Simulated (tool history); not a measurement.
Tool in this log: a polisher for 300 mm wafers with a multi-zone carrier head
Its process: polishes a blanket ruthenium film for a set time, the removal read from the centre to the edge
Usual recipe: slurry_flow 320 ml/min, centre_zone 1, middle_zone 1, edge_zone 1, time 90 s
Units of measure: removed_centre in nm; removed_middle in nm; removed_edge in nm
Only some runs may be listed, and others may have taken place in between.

run	hour	slurry_flow	centre_zone	middle_zone	edge_zone	time	wafers since the last listed run	wafers polished on this pad	hours since the slurry nozzle was cleaned	hours since the centre zone pressure was calibrated	hours since the edge zone pressure was calibrated	hours since the carrier head's membrane was replaced	incoming thickness of the incoming film, nm	removed_centre	removed_middle	removed_edge
1	0	320	1	1.06	1	90	0	485	18.1	16.3	715.5	1296	628.3	81.5	85.1	81.3
2	12.6	320	0.92	1.07	1.05	90	74	559	30.7	28.9	728.1	1308.6	632.8	73.9	84.2	83.7
3	25.9	320	1	1.06	1	90	78	638	44	42.2	741.4	1321.9	628.9	79	80.4	79.3
# hour 37.3: worn pad replaced by a new one, repeated, since the last time left the tool worse
# hour 41.8: carrier head's membrane replaced by a new one
4	42.3	320	1	1	1	61	46	2	60.4	58.6	757.8	0.5	630.4	62.9	62.7	63.6
5	52.3	320	1	1	1	90	58	61	70.4	68.6	767.8	10.5	625.2	94.4	92.5	93.5
6	61	255	0.92	1.1	0.9	90	51	112	79.1	77.3	776.5	19.2	628.6	83.8	98.2	85.6
7	69.4	320	1	1	1.06	118	49	162	87.5	85.7	784.9	27.6	625.4	120.2	120.5	124.2
8	81.9	320	1.08	1	1.07	74	73	235	100	98.2	797.4	40.1	640.8	83.2	76	79.2
# hour 90.2: edge zone pressure recalibrated
9	91.2	320	1	1	1	90	42	278	109.3	107.5	1	49.4	637.4	92.2	90.7	92
10	105.4	320	0.92	1	1.09	90	83	362	123.5	121.7	15.2	63.6	622.2	84.9	91.7	94.3
11	112.8	320	1	1	1	90	43	405	130.9	129.1	22.6	71	629.7	93.7	90.2	92.3
12	149.5	320	0.92	1.1	1	90	215	621	167.6	165.8	59.3	107.7	619.7	83.8	95.9	91
13	161.5	220	0.92	1	1	73	70	692	179.6	177.8	71.3	119.7	632.3	63.4	68.7	72.4
14	176.5	320	1	1	1	90	88	780	194.6	192.8	86.3	134.7	624.7	87.8	87.2	89.4
# hour 196.4: worn pad replaced by a new one
15	196.9	320	1	1	0.95	90	96	2	215	213.2	106.7	155.1	628.1	93.4	91.1	90.9
16	201.7	320	0.91	1	1.11	90	28	31	219.8	218	111.5	159.9	633	83.4	92	98.3
17	214.7	320	1	1	1.08	60	76	107	232.8	231	124.5	172.9	621.2	62.7	60.7	64
18	226.8	320	1	1	1	90	71	178	244.9	243.1	136.6	185	630.5	93.8	91.5	94.8
19	240.4	265	1	1.03	1.07	70	80	258	258.5	256.7	150.2	198.6	632.8	70.9	73.6	74.5
20	253.7	260	1	0.97	1.1	101	78	337	271.8	270	163.5	211.9	619.4	101.6	98.8	107.9
21	278.9	320	1	1	1	90	148	485	297	295.2	188.7	237.1	625.1	91.4	90.6	91.9
22	294.5	405	1.07	0.95	1	90	91	577	312.6	310.8	204.3	252.7	639.2	98.4	90.1	92.4
23	303.2	360	1	0.88	1	119	51	628	321.3	319.5	213	261.4	623.7	122.7	109.8	121.3

Measured result minus the same run's result without the hidden state. Both carry the same run-to-run variation, though not necessarily the same gauge scatter:
The tool's hidden condition here consists of: removal rate lost through wear of the pad, %; slurry flow missing at the pad, %; deviation of the centre zone's pressure from its setpoint, %; deviation of the edge zone's pressure from its setpoint, %.
run	removed_centre	removed_middle	removed_edge
1	-12.7	-13.3	-12.7
2	-12.1	-13.8	-13.8
3	-13.9	-14.1	-13.9
4	-0.2	-0.3	-0.3
5	-0.5	-0.5	-0.5
6	-0.5	-0.5	-0.5
7	-0.9	-0.9	-0.9
8	-0.8	-0.7	-0.8
9	-1.2	-1.1	-1.1
10	-1.5	-1.5	-1.7
11	-1.9	-1.8	-1.9
12	-3.4	-3.9	-3.6
13	-3.1	-3.4	-3.5
14	-5.3	-5.3	-5.4
15	-0.2	-0.2	-0.2
16	-0.2	-0.2	-0.2
17	-0.2	-0.2	-0.2
18	-0.4	-0.4	-0.4
19	-0.6	-0.6	-0.6
20	-1.2	-1.1	-1.2
21	-2	-2	-2
22	-2.9	-2.7	-2.7
23	-4.2	-3.8	-4.2
